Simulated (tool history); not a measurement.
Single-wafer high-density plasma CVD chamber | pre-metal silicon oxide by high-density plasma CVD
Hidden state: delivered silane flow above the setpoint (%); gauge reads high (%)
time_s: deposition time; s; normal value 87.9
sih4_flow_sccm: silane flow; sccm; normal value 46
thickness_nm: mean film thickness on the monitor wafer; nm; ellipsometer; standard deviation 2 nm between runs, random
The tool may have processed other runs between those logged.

run	day	time_s	sih4_flow_sccm	wafers since the last listed run	hours since the silane flow controller was replaced	hours since the gauge calibration	read-back reference wafer on the same gauge, thickness_nm	thickness_nm
1	0.000	87.9	43	0	4129.3	61.0	392.484	378.508
2	1.125	87.9	43	471	4156.3	88.0	391.824	377.604
3	2.458	87.9	43	558	4188.3	120.0	393.464	379.179
4	5.246	87.9	51	1167	4255.2	186.9	394.244	426.577
5	6.375	95.8	42	473	4282.3	214.0	394.729	406.410
6	9.067	87.9	46	1127	4346.9	278.6	395.778	402.368
7	10.792	87.9	46	722	4388.3	320.0	396.388	403.788
8	11.871	81.6	41	452	4414.2	345.9	397.483	341.005
9	14.475	87.9	46	1090	4476.7	408.4	397.639	402.907
10	15.838	87.9	53	570	4509.4	441.1	398.403	445.711
# day 16.796: silane flow controller replaced
11	17.004	92.9	49	349	5.0	469.1	398.480	449.643
12	18.604	87.9	46	670	43.4	507.5	399.746	405.779
13	19.992	77.3	46	581	76.7	540.8	399.939	355.751
14	21.746	72.7	43	734	118.8	582.9	400.423	321.340
15	23.208	93.8	52	612	153.9	618.0	400.990	473.040
# day 23.983: gauge calibrated
16	24.921	87.9	46	717	195.0	22.5	392.186	395.276
17	26.242	87.9	37	553	226.7	54.2	392.055	341.719
18	28.588	76.6	42	982	283.0	110.5	393.188	324.791
19	30.404	103.9	38	761	326.6	154.1	393.942	414.416

Branching from run 19: 3 alternative next runs. What would each branch give?
A	30.421	104.3	46	6	327.0	154.5	?	?
B	30.421	79.3	41	6	327.0	154.5	?	?
C	30.421	71.2	49	6	327.0	154.5	?	?

run	read-back reference wafer on the same gauge, thickness_nm	thickness_nm
A	394.065	472.849
B	394.065	331.418
C	394.065	337.922
With the hidden condition removed and each run's random variation left untouched, the same runs would have given:
run	thickness_nm
A	469.432
B	329.024
C	335.480
